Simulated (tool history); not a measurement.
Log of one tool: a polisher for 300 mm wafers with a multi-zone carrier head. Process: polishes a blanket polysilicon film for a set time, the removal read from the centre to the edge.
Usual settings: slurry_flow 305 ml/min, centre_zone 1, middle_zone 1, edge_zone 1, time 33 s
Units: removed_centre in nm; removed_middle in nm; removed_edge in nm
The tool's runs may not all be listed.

| run | hour | slurry_flow | centre_zone | middle_zone | edge_zone | time | wafers since the last listed run | wafers polished on this pad | hours since the slurry nozzle was cleaned | hours since the centre zone pressure was calibrated | hours since the edge zone pressure was calibrated | hours since the carrier head's membrane was replaced | incoming thickness of the incoming film, nm | removed_centre | removed_middle | removed_edge |
|---|---|---|---|---|---|---|---|---|---|---|---|---|---|---|---|---|
| 1 | 0 | 305 | 1 | 1 | 1 | 33 | 0 | 921 | 110.2 | 142.7 | 71.1 | 33.2 | 1283.7 | 260.1 | 260.6 | 268 |
| 2 | 12.3 | 305 | 1 | 1 | 1 | 33 | 136 | 1057 | 122.5 | 155 | 83.4 | 45.5 | 1278.2 | 258.9 | 267.7 | 260.6 |
| 3 | 47.9 | 305 | 1 | 1.03 | 1 | 33 | 395 | 1453 | 158.1 | 190.6 | 119 | 81.1 | 1259.9 | 257.6 | 274.7 | 262.1 |
| 4 | 81.6 | 305 | 1 | 1 | 1.06 | 33 | 374 | 1827 | 191.8 | 224.3 | 152.7 | 114.8 | 1256.3 | 254.4 | 258.9 | 264.6 |
| 5 | 103 | 350 | 1 | 0.94 | 1 | 33 | 237 | 2064 | 213.2 | 245.7 | 174.1 | 136.2 | 1286.9 | 261.6 | 251.7 | 266.5 |
| 6 | 131.3 | 305 | 1 | 1 | 1 | 33 | 314 | 2378 | 241.5 | 274 | 202.4 | 164.5 | 1270.8 | 249.7 | 260.9 | 254.9 |
|  | 139.1 | worn pad replaced by a new one |
| 7 | 145 | 365 | 1 | 1.07 | 1 | 33 | 107 | 65 | 255.2 | 287.7 | 216.1 | 178.2 | 1267.1 | 256.5 | 287.3 | 262.6 |
| 8 | 157.4 | 230 | 1 | 1 | 1.09 | 33 | 137 | 203 | 267.6 | 300.1 | 228.5 | 190.6 | 1279.3 | 239.9 | 251 | 265.8 |
| 9 | 187.7 | 305 | 0.91 | 0.88 | 1 | 33 | 336 | 539 | 297.9 | 330.4 | 258.8 | 220.9 | 1272 | 227.4 | 233.8 | 260.7 |
| 10 | 205.2 | 305 | 1 | 1 | 1 | 33 | 194 | 733 | 315.4 | 347.9 | 276.3 | 238.4 | 1289.9 | 249 | 260.1 | 262.7 |
| 11 | 221.5 | 305 | 1 | 1 | 1 | 24 | 180 | 914 | 331.7 | 364.2 | 292.6 | 254.7 | 1284.1 | 181 | 184.3 | 185.1 |
| 12 | 249.7 | 305 | 0.96 | 1 | 1 | 22 | 313 | 1227 | 359.9 | 392.4 | 320.8 | 282.9 | 1262.7 | 156.9 | 176.3 | 172 |
| 13 | 267.6 | 365 | 1 | 1 | 1.05 | 39 | 198 | 1426 | 377.8 | 410.3 | 338.7 | 300.8 | 1266.7 | 301 | 317.5 | 324.6 |
|  | 289.1 | slurry nozzle cleaned |
| 14 | 292.7 | 305 | 1 | 1 | 1.06 | 40 | 267 | 1694 | 3.6 | 435.4 | 363.8 | 325.9 | 1277.4 | 301.2 | 329.5 | 330.1 |
| 15 | 307.8 | 305 | 1 | 1 | 1 | 33 | 167 | 1861 | 18.7 | 450.5 | 378.9 | 341 | 1260.5 | 249.2 | 265.3 | 259.2 |
| 16 | 323.7 | 250 | 1 | 0.88 | 0.9 | 24 | 176 | 2038 | 34.6 | 466.4 | 394.8 | 356.9 | 1261.1 | 177.1 | 168.3 | 177 |
|  | 345.3 | worn pad replaced by a new one |
| 17 | 345.8 | 305 | 1 | 1 | 0.93 | 33 | 200 | 6 | 56.7 | 488.5 | 416.9 | 379 | 1260.7 | 245.3 | 267.2 | 252.7 |
|  | 365.7 | centre zone pressure recalibrated |
| 18 | 369.1 | 305 | 1 | 1 | 1.06 | 24 | 236 | 242 | 80 | 3.4 | 440.2 | 402.3 | 1291.8 | 189.9 | 199.8 | 197.5 |
| 19 | 387.3 | 305 | 1.05 | 1 | 1 | 33 | 202 | 444 | 98.2 | 21.6 | 458.4 | 420.5 | 1272.2 | 274.4 | 264.2 | 260.1 |
| 20 | 408.8 | 305 | 1 | 1 | 1 | 33 | 238 | 683 | 119.7 | 43.1 | 479.9 | 442 | 1287.6 | 265.3 | 257.3 | 261.5 |
| 21 | 428.9 | 215 | 1 | 1.07 | 1.06 | 33 | 223 | 906 | 139.8 | 63.2 | 500 | 462.1 | 1272.9 | 245.5 | 266.3 | 256.8 |
| 22 | 465.5 | 305 | 1 | 1 | 0.91 | 33 | 406 | 1312 | 176.4 | 99.8 | 536.6 | 498.7 | 1252.3 | 260 | 270.4 | 247.6 |
|  | 482 | edge zone pressure recalibrated |
| 23 | 490.5 | 305 | 1 | 1 | 1 | 33 | 255 | 1568 | 201.4 | 124.8 | 8.5 | 523.7 | 1271.2 | 258 | 265.9 | 261.2 |

Measured less the same run without the tool's hidden state. The same run-to-run variation is in both; the gauge's scatter may not be:
The hidden state here: removal rate lost through wear of the pad, %; slurry flow missing at the pad, %; deviation of the centre zone's pressure from its setpoint, %; deviation of the edge zone's pressure from its setpoint, %.
| run | removed_centre | removed_middle | removed_edge |
|---|---|---|---|
| 1 | -7.3 | -5.4 | -4.2 |
| 2 | -8 | -6 | -4.4 |
| 3 | -10.1 | -7.2 | -5.2 |
| 4 | -12 | -7.5 | -5.9 |
| 5 | -12.4 | -6.6 | -5.4 |
| 6 | -14.8 | -8.5 | -6.3 |
| 7 | -14.3 | -7.8 | -5.4 |
| 8 | -19.3 | -11.5 | -9 |
| 9 | -16.8 | -8.1 | -6.8 |
| 10 | -19.5 | -9.2 | -7 |
| 11 | -14.9 | -6.5 | -5 |
| 12 | -14.3 | -6.4 | -4.7 |
| 13 | -26.7 | -9.6 | -7.5 |
| 14 | -18.9 | -0.5 | -0.4 |
| 15 | -17.8 | -1.2 | -1 |
| 16 | -14.7 | -1.7 | -1.4 |
| 17 | -22.9 | -3.3 | -2.4 |
| 18 | -3.6 | -3.3 | -2.5 |
| 19 | -6.2 | -5.2 | -3.9 |
| 20 | -6.9 | -5.8 | -4.4 |
| 21 | -10.6 | -9.8 | -6.9 |
| 22 | -9.3 | -7.7 | -5.3 |
| 23 | -10.2 | -8.1 | -6 |

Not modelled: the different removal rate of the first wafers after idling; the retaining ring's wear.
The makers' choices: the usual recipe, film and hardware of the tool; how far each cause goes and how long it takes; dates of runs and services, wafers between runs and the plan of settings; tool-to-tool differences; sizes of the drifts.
